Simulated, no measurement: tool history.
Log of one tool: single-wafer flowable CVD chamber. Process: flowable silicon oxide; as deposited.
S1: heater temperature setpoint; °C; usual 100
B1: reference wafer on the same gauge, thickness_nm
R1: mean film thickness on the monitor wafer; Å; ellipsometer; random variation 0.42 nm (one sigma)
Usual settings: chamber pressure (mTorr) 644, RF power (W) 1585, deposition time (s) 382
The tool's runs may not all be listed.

Run 1, hour 0.0: usual settings but S1 108 °C, deposition time (s) 408; B1 157.002. Result: R1 1406.49 Å.
Run 2, hour 10.4: usual settings but S1 108 °C, deposition time (s) 408; B1 157.089. Result: R1 1407.25 Å.
At hour 19.0: capacitance manometer re-zeroed and calibrated.
Run 3, hour 25.6: usual settings; B1 157.076. Result: R1 1669.43 Å.
Run 4, hour 34.0: usual settings; B1 156.981. Result: R1 1664.15 Å.
Run 5, hour 40.9: usual settings; B1 157.081. Result: R1 1675.74 Å.
Run 6, hour 57.2: usual settings; B1 157.065. Result: R1 1678.93 Å.
Run 7, hour 82.3: usual settings; B1 157.045. Result: R1 1671.30 Å.
Run 8, hour 90.3: usual settings; B1 156.944. Result: R1 1658.51 Å.
Run 9, hour 107.3: usual settings but S1 88 °C; B1 157.039. Result: R1 2354.83 Å.
At hour 117.3: RF generator calibrated.
At hour 151.4: gauge calibrated.
Run 10, hour 155.9: usual settings but S1 108 °C, deposition time (s) 408; B1 156.915. Result: R1 1406.55 Å.
Run 11, hour 170.5: usual settings but S1 113 °C, chamber pressure (mTorr) 751, RF power (W) 1860, deposition time (s) 320; B1 157.028. Result: R1 1163.18 Å.
Run 12, hour 185.6: usual settings but chamber pressure (mTorr) 770, RF power (W) 1880; B1 156.993. Result: R1 2084.69 Å.
At hour 204.3: showerhead replaced.
Run 13, hour 204.8: usual settings but S1 113 °C, chamber pressure (mTorr) 751, RF power (W) 1860, deposition time (s) 320; B1 156.877. Result: R1 1159.22 Å.
Run 14, hour 206.8: usual settings but deposition time (s) 334; B1 156.996. Result: R1 1459.92 Å.
Run 15, hour 218.4: usual settings but S1 113 °C, chamber pressure (mTorr) 751, RF power (W) 1860, deposition time (s) 320; B1 157.137. Result: R1 1160.91 Å.
Run 16, hour 231.9: usual settings but chamber pressure (mTorr) 587; B1 156.961. Result: R1 1520.18 Å.
Run 17, hour 240.0: usual settings; B1 157.017. Result: R1 1663.70 Å.
Run 18, hour 256.4: usual settings but S1 88 °C; B1 156.937. Result: R1 2358.99 Å.

The next listed run, before its measurement:
Run 19, hour 267.2: usual settings but chamber pressure (mTorr) 719; B1 ?. Result: R1 ?.

B1: 157.004
R1: 1857.53 Å
Without the tool's hidden state the same run would have given R1 1857.53 Å.

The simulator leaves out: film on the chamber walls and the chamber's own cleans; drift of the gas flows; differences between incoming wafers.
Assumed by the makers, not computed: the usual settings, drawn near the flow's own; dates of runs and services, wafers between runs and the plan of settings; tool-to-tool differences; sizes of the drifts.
